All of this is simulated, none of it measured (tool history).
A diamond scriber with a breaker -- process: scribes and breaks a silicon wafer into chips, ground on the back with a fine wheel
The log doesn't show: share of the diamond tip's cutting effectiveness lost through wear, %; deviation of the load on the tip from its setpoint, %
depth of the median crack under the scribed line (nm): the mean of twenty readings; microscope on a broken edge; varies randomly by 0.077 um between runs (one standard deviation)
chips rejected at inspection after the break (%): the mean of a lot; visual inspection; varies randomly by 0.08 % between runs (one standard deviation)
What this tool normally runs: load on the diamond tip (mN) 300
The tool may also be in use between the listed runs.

run,day,load on the diamond tip (mN),wafers since the last listed run,hours since the diamond tip was replaced,hours since the load on the tip was calibrated,"incoming depth of the damage left on the back of the incoming wafer, um",depth of the median crack under the scribed line (nm),chips rejected at inspection after the break (%)
1,0.000,333,0,1018.5,595.2,2.06,10480,1.25
2,0.583,300,40,1032.5,609.2,2.78,9540,3.94
3,0.979,300,27,1042.0,618.7,1.90,9500,2.39
4,1.583,300,42,1056.5,633.2,2.12,9570,2.86
5,2.288,276,48,1073.4,650.1,2.62,8880,5.81
# day 2.442: load on the tip recalibrated
6,2.879,300,35,1087.6,10.5,1.62,10650,0.76
# day 3.362: diamond tip replaced by a new one
7,3.396,300,30,0.8,22.9,2.12,10540,1.27
8,3.796,300,27,10.4,32.5,2.78,10610,2.36
9,4.471,269,46,26.6,48.7,2.59,9740,3.16
10,5.112,376,44,42.0,64.1,2.38,12420,3.52
11,5.392,232,19,48.7,70.8,2.60,8630,6.79
12,5.962,234,39,62.4,84.5,2.51,8740,6.43
13,6.483,269,36,74.9,97.0,1.82,9540,1.78
14,7.171,327,47,91.4,113.5,2.41,11130,1.68

Describe how what the log doesn't record of the tool's condition differs between the last listed run preceding each entry between runs and the first listed run following it.
From run 5 to run 6: load on the tip recalibrated (day 2.442)
  deviation of the load on the tip from its setpoint, %: -15.3 -> -0.837
  the result without the hidden state subtracted from the measured one, depth of the median crack under the scribed line (nm): -1150 -> -70; chips rejected at inspection after the break (%): +3.36 -> +0.01
From run 6 to run 7: diamond tip replaced by a new one (day 3.362)
  deviation of the load on the tip from its setpoint, %: -0.837 -> -1.11
  the result without the hidden state subtracted from the measured one, depth of the median crack under the scribed line (nm): -70 -> -80; chips rejected at inspection after the break (%): +0.01 -> +0.03

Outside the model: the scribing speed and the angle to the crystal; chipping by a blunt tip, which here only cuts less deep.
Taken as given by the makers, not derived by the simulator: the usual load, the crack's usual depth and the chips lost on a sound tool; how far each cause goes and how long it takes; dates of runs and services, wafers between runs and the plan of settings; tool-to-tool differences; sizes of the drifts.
